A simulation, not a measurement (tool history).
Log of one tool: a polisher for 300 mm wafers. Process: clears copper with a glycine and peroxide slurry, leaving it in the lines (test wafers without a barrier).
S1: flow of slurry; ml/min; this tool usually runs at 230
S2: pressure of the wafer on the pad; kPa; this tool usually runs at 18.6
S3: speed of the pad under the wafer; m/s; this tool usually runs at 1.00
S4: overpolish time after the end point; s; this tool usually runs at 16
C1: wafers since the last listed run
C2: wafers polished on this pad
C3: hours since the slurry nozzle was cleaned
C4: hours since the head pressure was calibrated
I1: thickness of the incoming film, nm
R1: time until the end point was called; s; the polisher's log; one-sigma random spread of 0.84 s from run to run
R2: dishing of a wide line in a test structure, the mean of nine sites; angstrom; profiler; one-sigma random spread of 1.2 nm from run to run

| run | hour | S1 | S2 | S3 | S4 | C1 | C2 | C3 | C4 | I1 | R1 | R2 |
|---|---|---|---|---|---|---|---|---|---|---|---|---|
| 1 | 0.0 | 230 | 18.6 | 1.24 | 16 | 0 | 745 | 188.4 | 332.9 | 552.5 | 88.4 | 626 |
| 2 | 28.2 | 230 | 18.6 | 1.24 | 16 | 235 | 980 | 216.6 | 361.1 | 551.5 | 88.5 | 625 |
|  | 46.6 | worn pad replaced by a new one |
| 3 | 74.7 | 165 | 18.6 | 1.00 | 16 | 354 | 234 | 263.1 | 407.6 | 557.1 | 106.0 | 543 |
| 4 | 112.6 | 165 | 18.6 | 1.00 | 16 | 316 | 551 | 301.0 | 445.5 | 548.8 | 105.8 | 545 |
| 5 | 179.2 | 165 | 18.6 | 1.00 | 16 | 556 | 1107 | 367.6 | 512.1 | 561.5 | 109.0 | 557 |
|  | 184.6 | worn pad replaced by a new one |
| 6 | 245.2 | 230 | 18.6 | 1.00 | 16 | 517 | 506 | 433.6 | 578.1 | 564.1 | 107.7 | 529 |
| 7 | 288.0 | 230 | 18.6 | 1.00 | 16 | 357 | 863 | 476.4 | 620.9 | 555.9 | 105.2 | 540 |
|  | 314.3 | worn pad replaced by a new one |
| 8 | 317.1 | 230 | 18.6 | 1.00 | 16 | 209 | 23 | 505.5 | 650.0 | 564.0 | 108.1 | 550 |
|  | 337.4 | head pressure recalibrated |
| 9 | 349.1 | 305 | 15.2 | 1.20 | 16 | 250 | 273 | 537.5 | 11.7 | 557.8 | 109.1 | 534 |
| 10 | 389.5 | 255 | 20.7 | 0.88 | 16 | 337 | 611 | 577.9 | 52.1 | 555.7 | 107.3 | 552 |
| 11 | 449.3 | 290 | 22.8 | 1.18 | 24 | 499 | 1110 | 637.7 | 111.9 | 562.0 | 80.2 | 863 |
|  | 473.2 | worn pad replaced by a new one |
| 12 | 512.7 | 170 | 20.7 | 0.70 | 24 | 496 | 329 | 701.1 | 175.3 | 555.0 | 133.9 | 624 |
|  | 518.2 | slurry nozzle cleaned |
| 13 | 557.0 | 230 | 20.0 | 0.90 | 7 | 361 | 691 | 38.8 | 219.6 | 559.0 | 105.6 | 289 |
| 14 | 616.6 | 230 | 18.6 | 1.20 | 25 | 497 | 1189 | 98.4 | 279.2 | 556.0 | 90.2 | 814 |
|  | 635.7 | worn pad replaced by a new one |
| 15 | 668.1 | 230 | 18.6 | 1.24 | 16 | 396 | 270 | 149.9 | 330.7 | 560.2 | 90.3 | 627 |
| 16 | 729.0 | 185 | 24.1 | 1.00 | 13 | 508 | 779 | 210.8 | 391.6 | 568.4 | 86.8 | 562 |

What if the next run were any one of these 4? Each begins from the tool's condition after run 16:
| A | 729.5 | 230 | 18.6 | 1.00 | 13 | 4 | 783 | 211.3 | 392.1 | 549.6 | ? | ? |
| B | 729.5 | 230 | 18.6 | 0.90 | 24 | 4 | 783 | 211.3 | 392.1 | 549.6 | ? | ? |
| C | 729.5 | 180 | 20.0 | 0.72 | 9 | 4 | 783 | 211.3 | 392.1 | 549.6 | ? | ? |
| D | 729.5 | 230 | 16.5 | 1.12 | 21 | 4 | 783 | 211.3 | 392.1 | 549.6 | ? | ? |

| run | R1 | R2 |
|---|---|---|
| A | 102.2 | 477 |
| B | 109.8 | 712 |
| C | 122.5 | 304 |
| D | 104.1 | 665 |
Without the tool's hidden state the same runs would have given:
| run | R1 | R2 |
|---|---|---|
| A | 101.8 | 479 |
| B | 109.3 | 714 |
| C | 121.9 | 305 |
| D | 103.7 | 667 |
